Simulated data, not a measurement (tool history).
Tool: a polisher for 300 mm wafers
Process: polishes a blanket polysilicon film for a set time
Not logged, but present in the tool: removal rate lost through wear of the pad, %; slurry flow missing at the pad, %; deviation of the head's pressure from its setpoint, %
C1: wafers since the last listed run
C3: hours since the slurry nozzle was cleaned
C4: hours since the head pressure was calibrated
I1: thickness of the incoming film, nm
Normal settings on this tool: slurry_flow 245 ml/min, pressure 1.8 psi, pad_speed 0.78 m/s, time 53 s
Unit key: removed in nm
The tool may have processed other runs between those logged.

{"run": 1, "hour": 0.0, "slurry_flow": 245, "pressure": 1.8, "pad_speed": 0.78, "time": 53, "C1": 0, "wafers polished on this pad": 831, "C3": 168.8, "C4": 799.9, "I1": 1892.4, "removed": 205.9}
{"run": 2, "hour": 31.4, "slurry_flow": 245, "pressure": 1.8, "pad_speed": 0.78, "time": 53, "C1": 289, "wafers polished on this pad": 1121, "C3": 200.2, "C4": 831.3, "I1": 1930.9, "removed": 204}
{"hour": 89.8, "done": "worn pad replaced by a new one"}
{"run": 3, "hour": 96.5, "slurry_flow": 245, "pressure": 1.8, "pad_speed": 0.78, "time": 53, "C1": 564, "wafers polished on this pad": 61, "C3": 265.3, "C4": 896.4, "I1": 1924.1, "removed": 226.8}
{"hour": 149.5, "done": "slurry nozzle cleaned"}
{"run": 4, "hour": 150.0, "slurry_flow": 245, "pressure": 1.8, "pad_speed": 0.78, "time": 61, "C1": 484, "wafers polished on this pad": 546, "C3": 0.5, "C4": 949.9, "I1": 1888.1, "removed": 245.1}
{"run": 5, "hour": 207.8, "slurry_flow": 245, "pressure": 1.8, "pad_speed": 0.78, "time": 53, "C1": 533, "wafers polished on this pad": 1079, "C3": 58.3, "C4": 1007.7, "I1": 1881.9, "removed": 204.6}
{"hour": 236.5, "done": "worn pad replaced by a new one"}
{"hour": 375.0, "done": "worn pad replaced by a new one"}
{"run": 6, "hour": 377.2, "slurry_flow": 245, "pressure": 1.8, "pad_speed": 0.78, "time": 53, "C1": 1490, "wafers polished on this pad": 20, "C3": 227.7, "C4": 1177.1, "I1": 1903.4, "removed": 227.3}
{"hour": 414.6, "done": "slurry nozzle cleaned"}
{"run": 7, "hour": 418.4, "slurry_flow": 245, "pressure": 1.8, "pad_speed": 0.78, "time": 53, "C1": 371, "wafers polished on this pad": 391, "C3": 3.8, "C4": 1218.3, "I1": 1913.9, "removed": 214.5}
{"hour": 482.3, "done": "head pressure recalibrated"}
{"run": 8, "hour": 489.0, "slurry_flow": 165, "pressure": 1.8, "pad_speed": 0.78, "time": 53, "C1": 633, "wafers polished on this pad": 1025, "C3": 74.4, "C4": 6.7, "I1": 1905, "removed": 170.4}
{"hour": 550.9, "done": "worn pad replaced by a new one"}
{"run": 9, "hour": 552.4, "slurry_flow": 200, "pressure": 2.1, "pad_speed": 0.52, "time": 46, "C1": 548, "wafers polished on this pad": 13, "C3": 137.8, "C4": 70.1, "I1": 1887.3, "removed": 134.9}
{"run": 10, "hour": 582.7, "slurry_flow": 245, "pressure": 1.8, "pad_speed": 0.78, "time": 64, "C1": 279, "wafers polished on this pad": 293, "C3": 168.1, "C4": 100.4, "I1": 1932.7, "removed": 254.5}
{"run": 11, "hour": 640.0, "slurry_flow": 245, "pressure": 1.8, "pad_speed": 0.78, "time": 53, "C1": 528, "wafers polished on this pad": 822, "C3": 225.4, "C4": 157.7, "I1": 1889.7, "removed": 197.8}
{"run": 12, "hour": 686.5, "slurry_flow": 315, "pressure": 1.5, "pad_speed": 0.98, "time": 63, "C1": 429, "wafers polished on this pad": 1251, "C3": 271.9, "C4": 204.2, "I1": 1929.4, "removed": 263.3}
{"hour": 695.6, "done": "worn pad replaced by a new one"}
{"hour": 707.7, "done": "slurry nozzle cleaned"}
{"run": 13, "hour": 734.1, "slurry_flow": 245, "pressure": 1.5, "pad_speed": 0.78, "time": 53, "C1": 393, "wafers polished on this pad": 346, "C3": 26.4, "C4": 251.8, "I1": 1938.1, "removed": 174.4}
{"run": 14, "hour": 789.1, "slurry_flow": 175, "pressure": 1.6, "pad_speed": 0.98, "time": 35, "C1": 507, "wafers polished on this pad": 853, "C3": 81.4, "C4": 306.8, "I1": 1904.5, "removed": 141.2}

Below are 3 alternative next runs, each starting from the tool's condition after run 14. Predict each:
{"run": "A", "hour": 789.5, "slurry_flow": 245, "pressure": 1.8, "pad_speed": 0.78, "time": 53, "C1": 3, "wafers polished on this pad": 857, "C3": 81.8, "C4": 307.2, "I1": 1909.1, "removed": "?"}
{"run": "B", "hour": 789.5, "slurry_flow": 330, "pressure": 1.8, "pad_speed": 0.78, "time": 65, "C1": 3, "wafers polished on this pad": 857, "C3": 81.8, "C4": 307.2, "I1": 1909.1, "removed": "?"}
{"run": "C", "hour": 789.5, "slurry_flow": 245, "pressure": 1.6, "pad_speed": 0.78, "time": 53, "C1": 3, "wafers polished on this pad": 857, "C3": 81.8, "C4": 307.2, "I1": 1909.1, "removed": "?"}

run=A removed=196.2
run=B removed=247.9
run=C removed=179.8
The same runs, with their run-to-run variation unchanged, on a tool lacking any hidden condition would have given:
run=A removed=213.7
run=B removed=270
run=C removed=195.9
